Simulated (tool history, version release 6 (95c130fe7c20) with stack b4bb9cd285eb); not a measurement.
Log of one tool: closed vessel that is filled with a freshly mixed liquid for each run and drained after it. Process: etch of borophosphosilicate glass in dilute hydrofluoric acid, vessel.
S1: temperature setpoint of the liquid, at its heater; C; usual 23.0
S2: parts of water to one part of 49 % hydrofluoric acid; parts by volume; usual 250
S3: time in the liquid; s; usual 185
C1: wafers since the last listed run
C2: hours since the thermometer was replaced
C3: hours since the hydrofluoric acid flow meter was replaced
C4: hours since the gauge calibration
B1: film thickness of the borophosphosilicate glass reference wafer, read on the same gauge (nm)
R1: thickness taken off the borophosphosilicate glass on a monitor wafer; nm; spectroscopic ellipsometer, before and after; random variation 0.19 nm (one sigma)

{"run": 1, "hour": 0.0, "S1": 23.0, "S2": 250, "S3": 185, "C1": 0, "C2": 2083.8, "C3": 966.9, "C4": 490.9, "B1": 60.01, "R1": 33.8}
{"run": 2, "hour": 18.3, "S1": 23.0, "S2": 250, "S3": 185, "C1": 1400, "C2": 2102.1, "C3": 985.2, "C4": 509.2, "B1": 59.98, "R1": 34.14}
{"run": 3, "hour": 41.9, "S1": 23.0, "S2": 250, "S3": 185, "C1": 1806, "C2": 2125.7, "C3": 1008.8, "C4": 532.8, "B1": 59.97, "R1": 34.05}
{"run": 4, "hour": 64.9, "S1": 23.0, "S2": 250, "S3": 185, "C1": 1760, "C2": 2148.7, "C3": 1031.8, "C4": 555.8, "B1": 60.01, "R1": 33.64}
{"run": 5, "hour": 113.3, "S1": 23.0, "S2": 250, "S3": 185, "C1": 3704, "C2": 2197.1, "C3": 1080.2, "C4": 604.2, "B1": 60.02, "R1": 34.26}
{"run": 6, "hour": 129.4, "S1": 23.0, "S2": 250, "S3": 185, "C1": 1232, "C2": 2213.2, "C3": 1096.3, "C4": 620.3, "B1": 60.0, "R1": 33.89}
{"hour": 139.6, "done": "gauge calibrated"}
{"run": 7, "hour": 162.1, "S1": 23.0, "S2": 250, "S3": 185, "C1": 2502, "C2": 2245.9, "C3": 1129.0, "C4": 22.5, "B1": 60.03, "R1": 33.6}
{"hour": 176.1, "done": "thermometer replaced"}
{"run": 8, "hour": 194.8, "S1": 23.0, "S2": 250, "S3": 185, "C1": 2426, "C2": 18.7, "C3": 1161.7, "C4": 55.2, "B1": 60.02, "R1": 31.85}
{"run": 9, "hour": 214.8, "S1": 23.0, "S2": 250, "S3": 185, "C1": 1530, "C2": 38.7, "C3": 1181.7, "C4": 75.2, "B1": 59.96, "R1": 31.57}
{"run": 10, "hour": 246.7, "S1": 23.0, "S2": 250, "S3": 185, "C1": 2441, "C2": 70.6, "C3": 1213.6, "C4": 107.1, "B1": 60.02, "R1": 31.45}
{"run": 11, "hour": 284.1, "S1": 23.0, "S2": 250, "S3": 185, "C1": 2862, "C2": 108.0, "C3": 1251.0, "C4": 144.5, "B1": 60.02, "R1": 31.72}
{"run": 12, "hour": 310.9, "S1": 23.0, "S2": 250, "S3": 185, "C1": 2051, "C2": 134.8, "C3": 1277.8, "C4": 171.3, "B1": 60.02, "R1": 31.86}
{"run": 13, "hour": 334.0, "S1": 23.0, "S2": 250, "S3": 105, "C1": 1768, "C2": 157.9, "C3": 1300.9, "C4": 194.4, "B1": 60.02, "R1": 17.87}
{"run": 14, "hour": 354.3, "S1": 23.0, "S2": 250, "S3": 185, "C1": 1553, "C2": 178.2, "C3": 1321.2, "C4": 214.7, "B1": 60.05, "R1": 31.77}
{"run": 15, "hour": 383.6, "S1": 21.5, "S2": 160, "S3": 105, "C1": 2242, "C2": 207.5, "C3": 1350.5, "C4": 244.0, "B1": 59.96, "R1": 29.28}
{"run": 16, "hour": 396.9, "S1": 23.0, "S2": 250, "S3": 185, "C1": 1018, "C2": 220.8, "C3": 1363.8, "C4": 257.3, "B1": 60.02, "R1": 31.71}
{"run": 17, "hour": 429.2, "S1": 23.0, "S2": 280, "S3": 265, "C1": 2472, "C2": 253.1, "C3": 1396.1, "C4": 289.6, "B1": 60.0, "R1": 39.23}
{"run": 18, "hour": 443.0, "S1": 23.0, "S2": 290, "S3": 120, "C1": 1056, "C2": 266.9, "C3": 1409.9, "C4": 303.4, "B1": 60.02, "R1": 16.98}
{"run": 19, "hour": 462.7, "S1": 20.5, "S2": 330, "S3": 185, "C1": 1507, "C2": 286.6, "C3": 1429.6, "C4": 323.1, "B1": 60.02, "R1": 20.19}
{"hour": 487.7, "done": "hydrofluoric acid flow meter replaced"}
{"run": 20, "hour": 488.2, "S1": 25.0, "S2": 140, "S3": 275, "C1": 1875, "C2": 312.1, "C3": 0.5, "C4": 348.6, "B1": 60.01, "R1": 110.18}
{"run": 21, "hour": 521.5, "S1": 23.0, "S2": 250, "S3": 185, "C1": 2548, "C2": 345.4, "C3": 33.8, "C4": 381.9, "B1": 60.0, "R1": 34.42}
{"run": 22, "hour": 555.2, "S1": 23.0, "S2": 280, "S3": 265, "C1": 2579, "C2": 379.1, "C3": 67.5, "C4": 415.6, "B1": 60.02, "R1": 42.4}
{"run": 23, "hour": 579.8, "S1": 18.5, "S2": 165, "S3": 260, "C1": 1882, "C2": 403.7, "C3": 92.1, "C4": 440.2, "B1": 60.03, "R1": 66.82}
{"run": 24, "hour": 594.7, "S1": 23.0, "S2": 280, "S3": 265, "C1": 1140, "C2": 418.6, "C3": 107.0, "C4": 455.1, "B1": 59.98, "R1": 42.43}
{"run": 25, "hour": 610.9, "S1": 23.0, "S2": 250, "S3": 185, "C1": 1239, "C2": 434.8, "C3": 123.2, "C4": 471.3, "B1": 60.01, "R1": 34.47}
{"run": 26, "hour": 639.8, "S1": 25.5, "S2": 285, "S3": 270, "C1": 2212, "C2": 463.7, "C3": 152.1, "C4": 500.2, "B1": 60.04, "R1": 46.04}
{"run": 27, "hour": 666.9, "S1": 21.5, "S2": 250, "S3": 185, "C1": 2074, "C2": 490.8, "C3": 179.2, "C4": 527.3, "B1": 60.01, "R1": 32.48}
{"run": 28, "hour": 699.3, "S1": 28.0, "S2": 250, "S3": 285, "C1": 2479, "C2": 523.2, "C3": 211.6, "C4": 559.7, "B1": 60.0, "R1": 62.94}
{"run": 29, "hour": 725.1, "S1": 19.0, "S2": 175, "S3": 255, "C1": 1974, "C2": 549.0, "C3": 237.4, "C4": 585.5, "B1": 60.0, "R1": 62.44}
{"run": 30, "hour": 765.8, "S1": 23.0, "S2": 250, "S3": 80, "C1": 3115, "C2": 589.7, "C3": 278.1, "C4": 626.2, "B1": 60.05, "R1": 14.81}
{"run": 31, "hour": 797.2, "S1": 18.5, "S2": 175, "S3": 255, "C1": 2403, "C2": 621.1, "C3": 309.5, "C4": 657.6, "B1": 59.99, "R1": 60.88}
{"hour": 809.7, "done": "gauge calibrated"}
{"run": 32, "hour": 815.6, "S1": 23.0, "S2": 355, "S3": 260, "C1": 1408, "C2": 639.5, "C3": 327.9, "C4": 5.9, "B1": 59.99, "R1": 30.5}

How the hidden state differs across the entries between the runs, from the last listed run before each to the first after it:
Between runs 6 and 7: gauge calibrated (hour 139.6)
  liquid hotter than its thermometer reads (K): 1.78 -> 1.8; hydrofluoric acid flow below the setpoint (%): 5.22 -> 5.36
  measured less the result without the state, R1: -0.14 -> -0.17 nm
Between runs 7 and 8: thermometer replaced (hour 176.1)
  liquid hotter than its thermometer reads (K): 1.8 -> 0.0844; hydrofluoric acid flow below the setpoint (%): 5.36 -> 5.5
  measured less the result without the state, R1: -0.17 -> -2.25 nm
Between runs 19 and 20: hydrofluoric acid flow meter replaced (hour 487.7)
  liquid hotter than its thermometer reads (K): 0.299 -> 0.319; hydrofluoric acid flow below the setpoint (%): 6.66 -> 0.161
  measured less the result without the state, R1: -1.66 -> +1.13 nm
Between runs 31 and 32: gauge calibrated (hour 809.7)
  liquid hotter than its thermometer reads (K): 0.566 -> 0.581; hydrofluoric acid flow below the setpoint (%): 1.49 -> 1.57
  measured less the result without the state, R1: +0.30 -> -0.04 nm
